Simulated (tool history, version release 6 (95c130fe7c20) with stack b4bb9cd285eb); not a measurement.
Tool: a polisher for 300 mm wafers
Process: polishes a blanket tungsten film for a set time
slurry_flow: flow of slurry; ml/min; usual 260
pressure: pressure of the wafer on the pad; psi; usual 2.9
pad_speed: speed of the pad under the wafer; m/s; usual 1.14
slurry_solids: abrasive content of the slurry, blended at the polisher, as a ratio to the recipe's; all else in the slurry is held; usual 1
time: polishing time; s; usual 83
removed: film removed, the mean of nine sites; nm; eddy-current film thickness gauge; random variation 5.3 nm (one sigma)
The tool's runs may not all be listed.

run	hour	slurry_flow	pressure	pad_speed	slurry_solids	time	wafers since the last listed run	wafers polished on this pad	hours since the slurry nozzle was cleaned	hours since the head pressure was calibrated	hours since the slurry blender was calibrated	hours since the slurry got fresh peroxide	incoming thickness of the incoming film, nm	removed
1	0	260	2.9	1.14	1	83	0	1071	312.7	6.8	216.7	58.2	1288.7	372.1
2	9.7	260	2.9	1.14	1	83	137	1208	322.4	16.5	226.4	67.9	1308	365.1
# hour 16.6: worn pad replaced by a new one
3	33.3	260	2.9	1.14	1	89	277	235	346	40.1	250	91.5	1302	388.8
4	48.2	260	2.9	1.14	1	83	210	446	360.9	55	264.9	106.4	1278.4	367.2
5	58	260	2.9	1.14	1	83	138	585	370.7	64.8	274.7	116.2	1324.5	367
6	64.4	260	2.9	1.14	1	83	90	675	377.1	71.2	281.1	122.6	1290.4	365.1
7	72.9	260	2.9	0.82	1	83	120	795	385.6	79.7	289.6	131.1	1293.7	259
8	91	320	2.9	1	1.25	83	256	1052	403.7	97.8	307.7	149.2	1292.3	335.4
# hour 95.5: slurry tank refilled with fresh slurry and peroxide
# hour 98.7: slurry blender recalibrated
# hour 103.4: worn pad replaced by a new one
9	106.1	295	2.9	0.76	1	91	114	37	418.8	112.9	7.4	10.6	1287.1	269.7
10	119.9	320	2.3	1.52	1	83	195	233	432.6	126.7	21.2	24.4	1312.2	440
11	131.7	260	2.4	1.14	0.75	60	166	400	444.4	138.5	33	36.2	1288.9	219.1
# hour 145.4: slurry nozzle cleaned
12	147.9	260	2.9	1.4	1	83	215	615	2.5	154.7	49.2	52.4	1300	459.9
13	162.5	260	3.3	0.96	1	83	206	821	17.1	169.3	63.8	67	1314.7	336.8
14	179.9	210	2.9	1.14	1	83	246	1067	34.5	186.7	81.2	84.4	1320.2	363.9
15	194.7	260	2.9	1.5	1	83	209	1277	49.3	201.5	96	99.2	1325.8	495.4
# hour 202.9: worn pad replaced by a new one
16	204.6	180	2.9	1.3	1	109	83	24	59.2	211.4	105.9	109.1	1310.5	532.5
17	212.4	260	2.9	1.14	1	83	110	134	67	219.2	113.7	116.9	1315.5	368.1
18	221.9	260	2.9	1.14	1	83	134	268	76.5	228.7	123.2	126.4	1291.2	371.6
19	230	260	3.3	1.14	1	83	114	383	84.6	236.8	131.3	134.5	1313.3	396.9
20	246.5	260	2.9	1.14	1	83	233	616	101.1	253.3	147.8	151	1291.3	366.1
21	254.6	235	2.9	1.14	1	83	114	731	109.2	261.4	155.9	159.1	1312.4	364.2
# hour 270.2: slurry tank refilled with fresh slurry and peroxide
22	270.8	200	3.4	1.14	1	97	215	946	125.4	277.6	172.1	0.6	1312.8	482.5
23	277.4	315	2.2	1.14	1.1	59	93	1039	132	284.2	178.7	7.2	1306.7	232.2
# hour 294.9: worn pad replaced by a new one
24	297.7	260	2.9	1.14	1	83	230	39	152.3	304.5	199	27.5	1298	364.2
25	310.1	205	2.9	1.14	1	83	175	214	164.7	316.9	211.4	39.9	1303	365.6
26	321.3	175	2.9	1.14	1	92	158	373	175.9	328.1	222.6	51.1	1283.6	389.5

5 ways to go on from here, each from the tool as it stands after run 26. What would each give?
A	321.7	260	2.9	1.14	1	83	5	378	176.3	328.5	223	51.5	1313.5	?
B	321.7	260	2.5	1.46	1	83	5	378	176.3	328.5	223	51.5	1313.5	?
C	321.7	260	2.9	1.26	1	83	5	378	176.3	328.5	223	51.5	1313.5	?
D	321.7	340	2.9	1.14	1	83	5	378	176.3	328.5	223	51.5	1313.5	?
E	321.7	260	2.9	1.14	0.75	83	5	378	176.3	328.5	223	51.5	1313.5	?

run	removed
A	368.7
B	429.5
C	407.5
D	377.3
E	351.4
Without the tool's hidden state the same runs would have given:
run	removed
A	368.7
B	429.5
C	407.5
D	377.3
E	351.4
